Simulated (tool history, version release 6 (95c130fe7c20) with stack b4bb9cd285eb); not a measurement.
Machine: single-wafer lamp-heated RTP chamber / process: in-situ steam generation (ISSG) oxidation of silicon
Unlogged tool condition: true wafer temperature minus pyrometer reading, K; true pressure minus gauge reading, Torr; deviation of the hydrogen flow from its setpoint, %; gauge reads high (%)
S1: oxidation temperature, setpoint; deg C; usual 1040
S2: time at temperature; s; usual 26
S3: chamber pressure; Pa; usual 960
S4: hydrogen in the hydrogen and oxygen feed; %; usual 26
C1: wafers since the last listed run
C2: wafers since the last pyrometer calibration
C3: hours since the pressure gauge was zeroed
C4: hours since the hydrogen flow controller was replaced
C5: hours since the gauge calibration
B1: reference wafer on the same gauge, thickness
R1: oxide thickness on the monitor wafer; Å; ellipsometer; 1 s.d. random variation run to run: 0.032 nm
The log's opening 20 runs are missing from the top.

| run | hour | S1 | S2 | S3 | S4 | C1 | C2 | C3 | C4 | C5 | B1 | R1 |
|---|---|---|---|---|---|---|---|---|---|---|---|---|
|  | 1331.0 | pressure gauge zeroed |
| 21 | 1425.0 | 1040 | 26 | 960 | 20 | 1396 | 7704 | 94.0 | 571.1 | 1245.4 | 7.701 | 74.72 |
| 22 | 1516.9 | 1040 | 26 | 960 | 26 | 1235 | 8940 | 185.9 | 663.0 | 1337.3 | 7.709 | 80.43 |
|  | 1570.0 | pyrometer window cleaned and pyrometer calibrated |
| 23 | 1624.5 | 1040 | 26 | 960 | 26 | 1339 | 732 | 293.5 | 770.6 | 1444.9 | 7.700 | 79.59 |
| 24 | 1688.9 | 1046 | 26 | 920 | 26 | 865 | 1598 | 357.9 | 835.0 | 1509.3 | 7.697 | 82.39 |
| 25 | 1788.0 | 1052 | 30 | 960 | 26 | 1332 | 2930 | 457.0 | 934.1 | 1608.4 | 7.713 | 92.01 |
| 26 | 1882.4 | 1025 | 17 | 960 | 32 | 1269 | 4199 | 551.4 | 1028.5 | 1702.8 | 7.707 | 63.31 |
| 27 | 1958.0 | 1040 | 26 | 960 | 26 | 1016 | 5216 | 627.0 | 1104.1 | 1778.4 | 7.701 | 80.06 |
| 28 | 2032.7 | 1046 | 26 | 920 | 26 | 1004 | 6220 | 701.7 | 1178.8 | 1853.1 | 7.697 | 82.80 |
| 29 | 2085.5 | 1040 | 26 | 960 | 26 | 709 | 6930 | 754.5 | 1231.6 | 1905.9 | 7.713 | 79.64 |
| 30 | 2171.2 | 1045 | 36 | 960 | 21 | 1152 | 8082 | 840.2 | 1317.3 | 1991.6 | 7.712 | 93.94 |
| 31 | 2257.0 | 1056 | 26 | 960 | 26 | 1153 | 9236 | 926.0 | 1403.1 | 2077.4 | 7.697 | 88.30 |

Predict each of these 4 candidate next runs independently; none follows another, all start after run 31:
| A | 2257.4 | 1040 | 26 | 960 | 26 | 5 | 9241 | 926.4 | 1403.5 | 2077.8 | ? | ? |
| B | 2257.4 | 1048 | 26 | 920 | 26 | 5 | 9241 | 926.4 | 1403.5 | 2077.8 | ? | ? |
| C | 2257.4 | 1040 | 26 | 920 | 26 | 5 | 9241 | 926.4 | 1403.5 | 2077.8 | ? | ? |
| D | 2257.4 | 1028 | 33 | 960 | 17 | 5 | 9241 | 926.4 | 1403.5 | 2077.8 | ? | ? |

| run | B1 | R1 |
|---|---|---|
| A | 7.703 | 80.34 |
| B | 7.703 | 83.89 |
| C | 7.703 | 80.19 |
| D | 7.703 | 77.28 |
Take away the tool's hidden state, keep each run's random variation, and the runs would have read:
| run | R1 |
|---|---|
| A | 78.64 |
| B | 82.05 |
| C | 78.49 |
| D | 75.68 |

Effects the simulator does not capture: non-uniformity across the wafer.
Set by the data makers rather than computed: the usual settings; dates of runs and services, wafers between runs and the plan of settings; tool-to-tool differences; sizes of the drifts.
